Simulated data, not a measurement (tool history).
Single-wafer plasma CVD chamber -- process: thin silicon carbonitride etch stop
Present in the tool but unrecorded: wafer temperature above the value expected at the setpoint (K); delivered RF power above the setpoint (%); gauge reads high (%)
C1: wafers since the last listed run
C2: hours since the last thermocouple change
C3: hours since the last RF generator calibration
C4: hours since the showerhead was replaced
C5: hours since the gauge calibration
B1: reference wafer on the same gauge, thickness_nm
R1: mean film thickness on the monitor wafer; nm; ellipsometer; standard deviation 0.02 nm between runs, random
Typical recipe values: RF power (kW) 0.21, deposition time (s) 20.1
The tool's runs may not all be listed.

{"run": 1, "hour": 0.0, "RF power (kW)": 0.21, "deposition time (s)": 20.1, "C1": 0, "C2": 1390.8, "C3": 1421.2, "C4": 4040.9, "C5": 934.1, "B1": 10.499, "R1": 11.246}
{"run": 2, "hour": 87.3, "RF power (kW)": 0.21, "deposition time (s)": 20.1, "C1": 3277, "C2": 1478.1, "C3": 1508.5, "C4": 4128.2, "C5": 1021.4, "B1": 10.5, "R1": 11.26}
{"run": 3, "hour": 145.0, "RF power (kW)": 0.21, "deposition time (s)": 20.1, "C1": 2166, "C2": 1535.8, "C3": 1566.2, "C4": 4185.9, "C5": 1079.1, "B1": 10.501, "R1": 11.319}
{"run": 4, "hour": 234.6, "RF power (kW)": 0.21, "deposition time (s)": 20.1, "C1": 3363, "C2": 1625.4, "C3": 1655.8, "C4": 4275.5, "C5": 1168.7, "B1": 10.501, "R1": 11.284}
{"run": 5, "hour": 313.4, "RF power (kW)": 0.21, "deposition time (s)": 20.1, "C1": 2958, "C2": 1704.2, "C3": 1734.6, "C4": 4354.3, "C5": 1247.5, "B1": 10.499, "R1": 11.313}
{"hour": 320.6, "done": "gauge calibrated"}
{"run": 6, "hour": 383.5, "RF power (kW)": 0.21, "deposition time (s)": 20.1, "C1": 2631, "C2": 1774.3, "C3": 1804.7, "C4": 4424.4, "C5": 62.9, "B1": 10.501, "R1": 11.291}
{"run": 7, "hour": 455.1, "RF power (kW)": 0.21, "deposition time (s)": 18.1, "C1": 2688, "C2": 1845.9, "C3": 1876.3, "C4": 4496, "C5": 134.5, "B1": 10.5, "R1": 10.171}
{"hour": 493.6, "done": "thermocouple changed; heater temperature recalibrated"}
{"hour": 511.5, "done": "RF generator calibrated"}
{"run": 8, "hour": 522.3, "RF power (kW)": 0.21, "deposition time (s)": 20.1, "C1": 1922, "C2": 28.7, "C3": 10.8, "C4": 4563.2, "C5": 201.7, "B1": 10.499, "R1": 11.414}
{"hour": 576.3, "done": "showerhead replaced, of another model than before"}
{"run": 9, "hour": 629.6, "RF power (kW)": 0.19, "deposition time (s)": 18.1, "C1": 3728, "C2": 136, "C3": 118.1, "C4": 53.3, "C5": 309, "B1": 10.499, "R1": 9.958}
{"run": 10, "hour": 666.5, "RF power (kW)": 0.195, "deposition time (s)": 23.1, "C1": 1385, "C2": 172.9, "C3": 155, "C4": 90.2, "C5": 345.9, "B1": 10.501, "R1": 12.792}
{"run": 11, "hour": 705.4, "RF power (kW)": 0.245, "deposition time (s)": 20.1, "C1": 1460, "C2": 211.8, "C3": 193.9, "C4": 129.1, "C5": 384.8, "B1": 10.5, "R1": 11.808}
{"run": 12, "hour": 776.0, "RF power (kW)": 0.185, "deposition time (s)": 22.5, "C1": 2650, "C2": 282.4, "C3": 264.5, "C4": 199.7, "C5": 455.4, "B1": 10.501, "R1": 12.273}
{"run": 13, "hour": 872.4, "RF power (kW)": 0.185, "deposition time (s)": 18.2, "C1": 3619, "C2": 378.8, "C3": 360.9, "C4": 296.1, "C5": 551.8, "B1": 10.5, "R1": 9.912}
{"run": 14, "hour": 1017.5, "RF power (kW)": 0.195, "deposition time (s)": 20.1, "C1": 5447, "C2": 523.9, "C3": 506, "C4": 441.2, "C5": 696.9, "B1": 10.5, "R1": 11.066}

5 options for the next run, each taken on its own from the tool as it stands now. Forecast them:
{"run": "A", "hour": 1017.9, "RF power (kW)": 0.24, "deposition time (s)": 20.1, "C1": 15, "C2": 524.3, "C3": 506.4, "C4": 441.6, "C5": 697.3, "B1": "?", "R1": "?"}
{"run": "B", "hour": 1017.9, "RF power (kW)": 0.195, "deposition time (s)": 18.8, "C1": 15, "C2": 524.3, "C3": 506.4, "C4": 441.6, "C5": 697.3, "B1": "?", "R1": "?"}
{"run": "C", "hour": 1017.9, "RF power (kW)": 0.185, "deposition time (s)": 17.8, "C1": 15, "C2": 524.3, "C3": 506.4, "C4": 441.6, "C5": 697.3, "B1": "?", "R1": "?"}
{"run": "D", "hour": 1017.9, "RF power (kW)": 0.18, "deposition time (s)": 20.1, "C1": 15, "C2": 524.3, "C3": 506.4, "C4": 441.6, "C5": 697.3, "B1": "?", "R1": "?"}
{"run": "E", "hour": 1017.9, "RF power (kW)": 0.25, "deposition time (s)": 20.1, "C1": 15, "C2": 524.3, "C3": 506.4, "C4": 441.6, "C5": 697.3, "B1": "?", "R1": "?"}

run=A B1=10.504 R1=11.669
run=B B1=10.504 R1=10.365
run=C B1=10.504 R1=9.689
run=D B1=10.504 R1=10.869
run=E B1=10.504 R1=11.791
What these runs would have given with no unlogged condition in the tool:
run=A R1=11.872
run=B R1=10.546
run=C R1=9.858
run=D R1=11.058
run=E R1=11.996
